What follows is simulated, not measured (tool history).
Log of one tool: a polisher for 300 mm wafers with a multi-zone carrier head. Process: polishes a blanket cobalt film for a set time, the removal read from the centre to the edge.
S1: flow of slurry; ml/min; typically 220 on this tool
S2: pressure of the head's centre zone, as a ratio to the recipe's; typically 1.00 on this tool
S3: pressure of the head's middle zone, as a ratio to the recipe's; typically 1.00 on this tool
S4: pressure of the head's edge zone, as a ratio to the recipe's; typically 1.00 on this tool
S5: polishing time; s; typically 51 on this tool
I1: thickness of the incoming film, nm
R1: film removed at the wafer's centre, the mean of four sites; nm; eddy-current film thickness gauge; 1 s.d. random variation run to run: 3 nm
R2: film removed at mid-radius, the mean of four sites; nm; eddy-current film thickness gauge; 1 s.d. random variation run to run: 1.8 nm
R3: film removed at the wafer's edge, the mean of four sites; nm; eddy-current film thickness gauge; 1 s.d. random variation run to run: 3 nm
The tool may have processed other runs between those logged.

| run | hour | S1 | S2 | S3 | S4 | S5 | I1 | R1 | R2 | R3 |
|---|---|---|---|---|---|---|---|---|---|---|
| 1 | 0.0 | 220 | 1.00 | 1.04 | 1.00 | 51 | 717.8 | 276.3 | 281.7 | 276.7 |
|  | 37.7 | worn pad replaced by a new one |
| 2 | 69.1 | 220 | 1.00 | 0.92 | 1.00 | 51 | 702.1 | 268.8 | 253.8 | 276.0 |
|  | 106.8 | centre zone pressure recalibrated |
| 3 | 132.0 | 220 | 1.00 | 0.92 | 1.00 | 51 | 699.1 | 267.9 | 253.0 | 271.0 |
|  | 162.0 | edge zone pressure recalibrated |
| 4 | 171.9 | 220 | 1.04 | 1.00 | 1.00 | 51 | 711.4 | 280.4 | 273.7 | 262.6 |
| 5 | 209.2 | 220 | 1.04 | 1.00 | 1.00 | 51 | 723.1 | 280.5 | 273.1 | 269.7 |
|  | 263.3 | worn pad replaced by a new one |
| 6 | 266.0 | 220 | 1.00 | 1.00 | 1.00 | 51 | 713.8 | 276.2 | 271.8 | 273.9 |
| 7 | 306.4 | 220 | 1.00 | 1.00 | 1.00 | 51 | 698.9 | 273.8 | 270.9 | 269.6 |
| 8 | 336.7 | 220 | 1.00 | 1.00 | 1.00 | 51 | 712.8 | 274.9 | 274.3 | 272.2 |
|  | 365.0 | slurry nozzle cleaned |
| 9 | 383.7 | 220 | 1.00 | 1.00 | 1.00 | 51 | 705.4 | 274.2 | 272.1 | 271.4 |
|  | 420.9 | centre zone pressure recalibrated |
| 10 | 452.5 | 220 | 0.96 | 0.91 | 1.00 | 51 | 699.4 | 260.1 | 252.3 | 268.5 |
|  | 456.0 | edge zone pressure recalibrated |
|  | 477.1 | worn pad replaced by a new one |
| 11 | 523.7 | 195 | 1.00 | 1.07 | 0.89 | 51 | 711.2 | 266.3 | 284.1 | 255.8 |
|  | 609.7 | carrier head's membrane replaced by a new one |
| 12 | 634.2 | 285 | 1.07 | 1.10 | 0.93 | 51 | 713.7 | 299.3 | 303.8 | 263.8 |
| 13 | 665.3 | 220 | 0.97 | 0.94 | 0.89 | 51 | 712.2 | 263.8 | 257.9 | 261.2 |
|  | 696.9 | worn pad replaced by a new one |
| 14 | 725.2 | 220 | 1.06 | 1.00 | 1.00 | 51 | 711.2 | 285.9 | 273.4 | 268.0 |
|  | 760.1 | centre zone pressure recalibrated |
|  | 792.8 | edge zone pressure recalibrated |
| 15 | 796.5 | 220 | 1.00 | 1.00 | 0.91 | 51 | 696.8 | 265.5 | 273.2 | 257.8 |
|  | 876.3 | worn pad replaced by a new one |
| 16 | 935.4 | 220 | 1.00 | 1.05 | 1.00 | 40 | 721.2 | 210.6 | 222.4 | 210.5 |
| 17 | 959.9 | 220 | 1.00 | 1.00 | 1.00 | 38 | 706.7 | 204.6 | 204.2 | 201.7 |
| 18 | 992.4 | 220 | 1.00 | 1.00 | 1.00 | 51 | 705.8 | 269.1 | 271.1 | 266.8 |

The tool's hidden state at each run:
removal rate lost through wear of the pad, %: 0, the same for each run
slurry flow missing at the pad, %: 0, the same for each run
deviation of the centre zone's pressure from its setpoint, %: 0, the same for each run
deviation of the edge zone's pressure from its setpoint, %: 0, the same for each run
